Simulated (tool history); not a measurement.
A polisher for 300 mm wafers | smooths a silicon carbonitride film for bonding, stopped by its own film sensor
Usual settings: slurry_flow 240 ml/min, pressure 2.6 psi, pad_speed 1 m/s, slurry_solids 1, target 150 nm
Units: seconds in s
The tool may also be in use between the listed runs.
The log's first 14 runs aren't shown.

run,day,slurry_flow,pressure,pad_speed,slurry_solids,target,"incoming thickness of the incoming film, nm",seconds
15,39.958,240,1.7,1,1,161,191.1,145.1
# day 40.854: slurry blender recalibrated
16,44.025,240,2.6,1,1,150,190.8,129.6
# day 48.05: worn pad replaced by a new one
17,48.117,195,3,1,1,150,189.8,111.6
# day 48.696: head pressure recalibrated
18,51.804,240,2.6,1,1,150,189.9,123.6
19,55.458,275,2.6,1.36,0.9,150,190.1,106.7
# day 56.929: slurry nozzle cleaned
20,59.179,240,3.2,0.8,1,150,193.4,129.7
# day 61.275: slurry blender recalibrated
21,62.829,240,2.6,1,1,150,190.5,124.2
# day 67.55: worn pad replaced by a new one
22,69.712,240,2,1.24,1.1,140,191.1,168.6
23,73.079,285,2.6,0.66,1,150,191,164.4
24,76.617,240,2.3,0.66,1,146,188.3,196.4
25,78.988,240,2.6,1.12,0.9,150,191.2,126.8
26,81.508,240,2.6,1,1,150,191.7,132.9
# day 81.608: slurry blender recalibrated
27,84.588,240,2.6,1,1,150,191.6,130.6
28,86.796,190,3.3,1,1.1,161,193.4,79
# day 87.088: worn pad replaced by a new one
29,88.304,240,2.6,0.82,1,150,188.8,144.1
30,91.271,265,2.6,1,1,138,190.1,157.8

4 ways to go on from here, each from the tool as it stands after run 30. What would each give?
A,91.292,240,2.6,1,0.8,150,192.9,?
B,91.292,290,2.2,1,1,158,192.9,?
C,91.292,240,2.4,0.8,1,150,192.9,?
D,91.292,185,3.2,1,1,158,192.9,?

run,seconds
A,154.9
B,129.4
C,173.4
D,94.3
Without the tool's hidden state the same runs would have given:
run,seconds
A,154.9
B,129.4
C,173.4
D,94.3

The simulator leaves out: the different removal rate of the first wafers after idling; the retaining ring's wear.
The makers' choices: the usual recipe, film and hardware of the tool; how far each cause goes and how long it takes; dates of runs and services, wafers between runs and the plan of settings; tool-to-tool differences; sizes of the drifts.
